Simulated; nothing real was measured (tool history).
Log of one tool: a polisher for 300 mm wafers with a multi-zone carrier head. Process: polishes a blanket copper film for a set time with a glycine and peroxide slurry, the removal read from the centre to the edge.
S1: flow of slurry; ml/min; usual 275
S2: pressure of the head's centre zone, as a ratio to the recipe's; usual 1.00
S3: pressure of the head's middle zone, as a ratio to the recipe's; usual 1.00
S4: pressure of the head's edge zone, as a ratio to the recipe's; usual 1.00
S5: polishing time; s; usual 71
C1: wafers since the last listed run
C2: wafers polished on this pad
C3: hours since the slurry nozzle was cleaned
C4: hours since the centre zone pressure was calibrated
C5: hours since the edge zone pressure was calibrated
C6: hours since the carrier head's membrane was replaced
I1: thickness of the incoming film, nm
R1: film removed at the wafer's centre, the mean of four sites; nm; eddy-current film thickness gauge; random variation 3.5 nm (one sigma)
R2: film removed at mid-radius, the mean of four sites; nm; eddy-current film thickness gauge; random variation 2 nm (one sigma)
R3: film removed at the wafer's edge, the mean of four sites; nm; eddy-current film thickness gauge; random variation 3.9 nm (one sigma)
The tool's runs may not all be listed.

Run 1, day 0.000: usual settings but S3 0.95; C1 0; C2 293; C3 212.0; C4 424.4; C5 384.9; C6 705.4; I1 1065.4. Result: R1 324.5 nm, R2 306.3 nm, R3 323.7 nm.
Run 2, day 2.958: usual settings but S3 0.95; C1 723; C2 1016; C3 283.0; C4 495.4; C5 455.9; C6 776.4; I1 1060.6. Result: R1 317.3 nm, R2 298.9 nm, R3 321.8 nm.
Run 3, day 5.296: usual settings but S3 0.95; C1 571; C2 1587; C3 339.1; C4 551.5; C5 512.0; C6 832.5; I1 1051.1. Result: R1 306.5 nm, R2 290.8 nm, R3 308.4 nm.
At day 6.221: worn pad replaced by a new one.
Run 4, day 8.012: usual settings; C1 623; C2 437; C3 404.3; C4 616.7; C5 577.2; C6 897.7; I1 1078.7. Result: R1 291.5 nm, R2 281.8 nm, R3 282.9 nm.
Run 5, day 9.671: usual settings; C1 405; C2 843; C3 444.1; C4 656.5; C5 617.0; C6 937.5; I1 1057.0. Result: R1 292.6 nm, R2 280.9 nm, R3 280.4 nm.
Run 6, day 10.767: usual settings; C1 267; C2 1110; C3 470.4; C4 682.8; C5 643.3; C6 963.8; I1 1071.0. Result: R1 286.4 nm, R2 276.3 nm, R3 280.2 nm.
At day 12.496: worn pad replaced by a new one, repeated, since the last time left the tool worse.
At day 12.933: carrier head's membrane replaced by a new one.
Run 7, day 14.725: usual settings; C1 875; C2 493; C3 565.4; C4 777.8; C5 738.3; C6 43.0; I1 1069.9. Result: R1 323.6 nm, R2 315.8 nm, R3 311.9 nm.
At day 16.554: slurry nozzle cleaned.
Run 8, day 16.800: usual settings; C1 497; C2 990; C3 5.9; C4 827.6; C5 788.1; C6 92.8; I1 1058.3. Result: R1 321.7 nm, R2 313.2 nm, R3 320.8 nm.
Run 9, day 19.596: usual settings but S1 335 ml/min, S2 1.08; C1 683; C2 1674; C3 73.0; C4 894.7; C5 855.2; C6 159.9; I1 1065.5. Result: R1 344.0 nm, R2 308.2 nm, R3 311.7 nm.
At day 20.504: worn pad replaced by a new one.
At day 20.579: centre zone pressure recalibrated.
At day 22.004: edge zone pressure recalibrated.
Run 10, day 22.250: usual settings but S2 0.91, S4 1.06; C1 569; C2 388; C3 136.7; C4 40.1; C5 5.9; C6 223.6; I1 1066.3. Result: R1 293.4 nm, R2 315.8 nm, R3 336.4 nm.
Run 11, day 24.242: usual settings but S3 1.05, S5 51 s; C1 486; C2 875; C3 184.5; C4 87.9; C5 53.7; C6 271.4; I1 1054.2. Result: R1 230.3 nm, R2 234.7 nm, R3 226.3 nm.
Run 12, day 26.958: usual settings but S4 0.97, S5 89 s; C1 664; C2 1539; C3 249.7; C4 153.1; C5 118.9; C6 336.6; I1 1053.9. Result: R1 386.8 nm, R2 380.7 nm, R3 382.0 nm.
At day 27.888: worn pad replaced by a new one.
Run 13, day 29.646: usual settings but S1 330 ml/min, S3 1.07; C1 616; C2 429; C3 314.2; C4 217.6; C5 183.4; C6 401.1; I1 1059.8. Result: R1 336.9 nm, R2 349.6 nm, R3 323.8 nm.
Run 14, day 31.062: usual settings but S2 0.93, S4 1.03; C1 346; C2 775; C3 348.2; C4 251.6; C5 217.4; C6 435.1; I1 1064.4. Result: R1 299.2 nm, R2 316.8 nm, R3 326.3 nm.
Run 15, day 32.146: usual settings but S1 305 ml/min, S2 0.90, S3 0.89, S5 55 s; C1 264; C2 1040; C3 374.2; C4 277.6; C5 243.4; C6 461.1; I1 1050.6. Result: R1 225.5 nm, R2 223.6 nm, R3 250.3 nm.
Run 16, day 33.146: usual settings but S2 0.95, S3 1.08, S4 0.93, S5 95 s; C1 244; C2 1284; C3 398.2; C4 301.6; C5 267.4; C6 485.1; I1 1046.2. Result: R1 408.0 nm, R2 449.0 nm, R3 409.5 nm.
At day 35.088: worn pad replaced by a new one.
Run 17, day 35.442: usual settings but S3 0.95; C1 520; C2 87; C3 453.3; C4 356.7; C5 322.5; C6 540.2; I1 1075.6. Result: R1 331.6 nm, R2 310.4 nm, R3 326.3 nm.
Run 18, day 38.154: usual settings but S1 300 ml/min, S4 0.96; C1 663; C2 750; C3 518.4; C4 421.8; C5 387.6; C6 605.3; I1 1050.5. Result: R1 327.0 nm, R2 319.1 nm, R3 313.8 nm.

Forecast each of these 3 alternatives for the next run:
Run A, day 38.175: usual settings but S4 1.11; C1 5; C2 755; C3 518.9; C4 422.3; C5 388.1; C6 605.8; I1 1045.6. Result: R1 ?, R2 ?, R3 ?.
Run B, day 38.175: usual settings but S2 1.11, S3 0.93, S4 0.93; C1 5; C2 755; C3 518.9; C4 422.3; C5 388.1; C6 605.8; I1 1045.6. Result: R1 ?, R2 ?, R3 ?.
Run C, day 38.175: usual settings but S1 195 ml/min, S3 0.94, S5 92 s; C1 5; C2 755; C3 518.9; C4 422.3; C5 388.1; C6 605.8; I1 1045.6. Result: R1 ?, R2 ?, R3 ?.

run     R1     R2     R3
  A  328.2  319.5  341.0
  B  364.4  300.5  317.1
  C  402.3  374.1  407.7
Without the tool's hidden state the same runs would have given:
run     R1     R2     R3
  A  332.0  323.1  344.9
  B  368.6  303.9  320.7
  C  407.0  378.4  412.4
